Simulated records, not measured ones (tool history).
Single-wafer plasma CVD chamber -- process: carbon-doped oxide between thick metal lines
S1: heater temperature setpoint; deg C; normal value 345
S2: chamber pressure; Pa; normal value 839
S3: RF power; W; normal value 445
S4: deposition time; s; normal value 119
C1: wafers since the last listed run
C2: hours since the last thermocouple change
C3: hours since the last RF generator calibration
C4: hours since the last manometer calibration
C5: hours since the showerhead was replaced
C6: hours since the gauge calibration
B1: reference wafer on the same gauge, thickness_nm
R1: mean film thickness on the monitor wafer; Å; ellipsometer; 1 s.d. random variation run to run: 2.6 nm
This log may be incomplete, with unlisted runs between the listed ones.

run    hour   S1   S2   S3   S4    C1      C2      C3      C4      C5     C6       B1       R1
  1     0.0  345  839  445  119     0   566.5  1967.4   969.9  6300.8  529.3  446.303  5007.42
  2    53.2  345  839  445  119   673   619.7  2020.6  1023.1  6354.0  582.5  447.074  4958.82
  3   115.5  345  839  445  119   788   682.0  2082.9  1085.4  6416.3  644.8  447.319  4972.29
  4   286.1  345  839  445  119  2159   852.6  2253.5  1256.0  6586.9  815.4  446.975  4966.25
  5   324.8  345  988  445  119   489   891.3  2292.2  1294.7  6625.6  854.1  445.722  5024.57
  6   373.3  345  839  445  119   614   939.8  2340.7  1343.2  6674.1  902.6  447.320  4952.78
      405.7  -- showerhead replaced
  7   437.3  345  839  445  119   708  1003.8  2404.7  1407.2    31.6  966.6  447.493  4970.33
      453.9  -- gauge calibrated
  8   495.3  345  839  445  119   734  1061.8  2462.7  1465.2    89.6   41.4  447.156  4957.17
      544.9  -- RF generator calibrated
  9   558.3  355  839  405  142   696  1124.8    13.4  1528.2   152.6  104.4  446.370  5755.29
 10   610.8  339  839  445  130   664  1177.3    65.9  1580.7   205.1  156.9  447.269  5801.30
 11   672.9  356  839  490  119   786  1239.4   128.0  1642.8   267.2  219.0  447.359  5411.44
      720.2  -- thermocouple changed; heater temperature recalibrated
 12   720.7  339  839  390  119   503     0.5   175.8  1690.6   315.0  266.8  447.271  4870.12
 13   766.0  345  839  445  140   573    45.8   221.1  1735.9   360.3  312.1  447.437  6167.97
      792.6  -- capacitance manometer re-zeroed and calibrated
 14   816.1  345  839  445  119   532    95.9   271.2    23.5   410.4  362.2  446.064  5214.58
 15  1008.7  360  735  495  119  2438   288.5   463.8   216.1   603.0  554.8  447.429  5307.62

List, for all runs, the conditions of the tool that the log does not record:
wafer temperature above the value expected at the setpoint (K): 0 across all the runs
true pressure above the setpoint (%): 0 across all the runs
gauge reads high (%): 0 across all the runs
H1: delivered RF power above the setpoint (%)
run       H1
  1    -7.24
  2    -7.42
  3    -7.64
  4    -8.24
  5    -8.37
  6    -8.54
  7    -8.76
  8    -8.97
  9  -0.0581
 10   -0.242
 11   -0.458
 12   -0.625
 13   -0.784
 14   -0.959
 15    -1.63

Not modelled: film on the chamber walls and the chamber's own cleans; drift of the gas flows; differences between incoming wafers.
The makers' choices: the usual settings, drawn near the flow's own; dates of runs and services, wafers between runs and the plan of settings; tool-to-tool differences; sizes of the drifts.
